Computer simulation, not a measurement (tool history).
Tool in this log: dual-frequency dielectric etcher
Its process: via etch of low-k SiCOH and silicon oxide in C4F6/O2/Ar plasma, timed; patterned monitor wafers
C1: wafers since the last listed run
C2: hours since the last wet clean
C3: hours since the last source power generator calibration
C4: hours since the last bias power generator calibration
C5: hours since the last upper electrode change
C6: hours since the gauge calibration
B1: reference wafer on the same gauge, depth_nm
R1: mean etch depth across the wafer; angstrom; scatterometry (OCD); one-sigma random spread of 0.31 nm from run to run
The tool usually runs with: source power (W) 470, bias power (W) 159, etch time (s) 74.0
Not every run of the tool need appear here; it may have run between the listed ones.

run 1 day=0.000 | source_power_(W)=510 bias_power_(W)=159 etch_time_(s)=74.0 | C1=0 C2=345.5 C3=4972.1 C4=4014.4 C5=3408.6 C6=210.8 | B1=168.0 | R1=2123
run 2 day=0.996 | source_power_(W)=470 bias_power_(W)=159 etch_time_(s)=68.5 | C1=306 C2=369.4 C3=4996.0 C4=4038.3 C5=3432.5 C6=234.7 | B1=168.0 | R1=1904
run 3 day=2.429 | source_power_(W)=470 bias_power_(W)=159 etch_time_(s)=68.5 | C1=440 C2=403.8 C3=5030.4 C4=4072.7 C5=3466.9 C6=269.1 | B1=168.0 | R1=1908
run 4 day=3.296 | source_power_(W)=470 bias_power_(W)=159 etch_time_(s)=68.5 | C1=266 C2=424.6 C3=5051.2 C4=4093.5 C5=3487.7 C6=289.9 | B1=168.0 | R1=1905
-- day=4.079 gauge calibrated
run 5 day=4.554 | source_power_(W)=370 bias_power_(W)=159 etch_time_(s)=74.0 | C1=387 C2=454.8 C3=5081.4 C4=4123.7 C5=3517.9 C6=11.4 | B1=168.0 | R1=1873
run 6 day=7.504 | source_power_(W)=470 bias_power_(W)=159 etch_time_(s)=74.0 | C1=907 C2=525.6 C3=5152.2 C4=4194.5 C5=3588.7 C6=82.2 | B1=168.0 | R1=2064
run 7 day=8.142 | source_power_(W)=470 bias_power_(W)=159 etch_time_(s)=74.0 | C1=196 C2=540.9 C3=5167.5 C4=4209.8 C5=3604.0 C6=97.5 | B1=167.9 | R1=2066
-- day=9.133 source power generator calibrated
run 8 day=9.454 | source_power_(W)=470 bias_power_(W)=159 etch_time_(s)=74.0 | C1=352 C2=572.4 C3=7.7 C4=4241.3 C5=3635.5 C6=129.0 | B1=168.0 | R1=2064
-- day=10.171 bias power generator calibrated
-- day=10.800 wet clean of the chamber
run 9 day=10.821 | source_power_(W)=560 bias_power_(W)=159 etch_time_(s)=56.5 | C1=175 C2=0.5 C3=40.5 C4=15.6 C5=3668.3 C6=161.8 | B1=168.0 | R1=1673
run 10 day=11.567 | source_power_(W)=560 bias_power_(W)=159 etch_time_(s)=56.5 | C1=229 C2=18.4 C3=58.4 C4=33.5 C5=3686.2 C6=179.7 | B1=167.9 | R1=1676
run 11 day=12.542 | source_power_(W)=560 bias_power_(W)=159 etch_time_(s)=56.5 | C1=299 C2=41.8 C3=81.8 C4=56.9 C5=3709.6 C6=203.1 | B1=168.0 | R1=1678
run 12 day=13.417 | source_power_(W)=470 bias_power_(W)=140 etch_time_(s)=74.0 | C1=269 C2=62.8 C3=102.8 C4=77.9 C5=3730.6 C6=224.1 | B1=168.0 | R1=1984
run 13 day=14.071 | source_power_(W)=470 bias_power_(W)=159 etch_time_(s)=74.0 | C1=201 C2=78.5 C3=118.5 C4=93.6 C5=3746.3 C6=239.8 | B1=168.0 | R1=2035
-- day=15.746 upper electrode replaced
run 14 day=15.767 | source_power_(W)=580 bias_power_(W)=198 etch_time_(s)=74.0 | C1=214 C2=119.2 C3=159.2 C4=134.3 C5=0.5 C6=280.5 | B1=168.0 | R1=2343
run 15 day=15.888 | source_power_(W)=370 bias_power_(W)=149 etch_time_(s)=74.0 | C1=37 C2=122.1 C3=162.1 C4=137.2 C5=3.4 C6=283.4 | B1=168.0 | R1=1829
-- day=16.854 gauge calibrated
run 16 day=16.912 | source_power_(W)=530 bias_power_(W)=159 etch_time_(s)=93.0 | C1=315 C2=146.7 C3=186.7 C4=161.8 C5=28.0 C6=1.4 | B1=168.0 | R1=2701

What does the tool deliver on the next run?
run 17 day=17.567 | source_power_(W)=540 bias_power_(W)=173 etch_time_(s)=74.0 | C1=201 C2=162.4 C3=202.4 C4=177.5 C5=43.7 C6=17.1 | B1=? | R1=?

{"run 17": {"B1": 167.9, "R1": 2209}}
Had the tool carried no hidden state, the very same run would have given R1 2199 angstrom.

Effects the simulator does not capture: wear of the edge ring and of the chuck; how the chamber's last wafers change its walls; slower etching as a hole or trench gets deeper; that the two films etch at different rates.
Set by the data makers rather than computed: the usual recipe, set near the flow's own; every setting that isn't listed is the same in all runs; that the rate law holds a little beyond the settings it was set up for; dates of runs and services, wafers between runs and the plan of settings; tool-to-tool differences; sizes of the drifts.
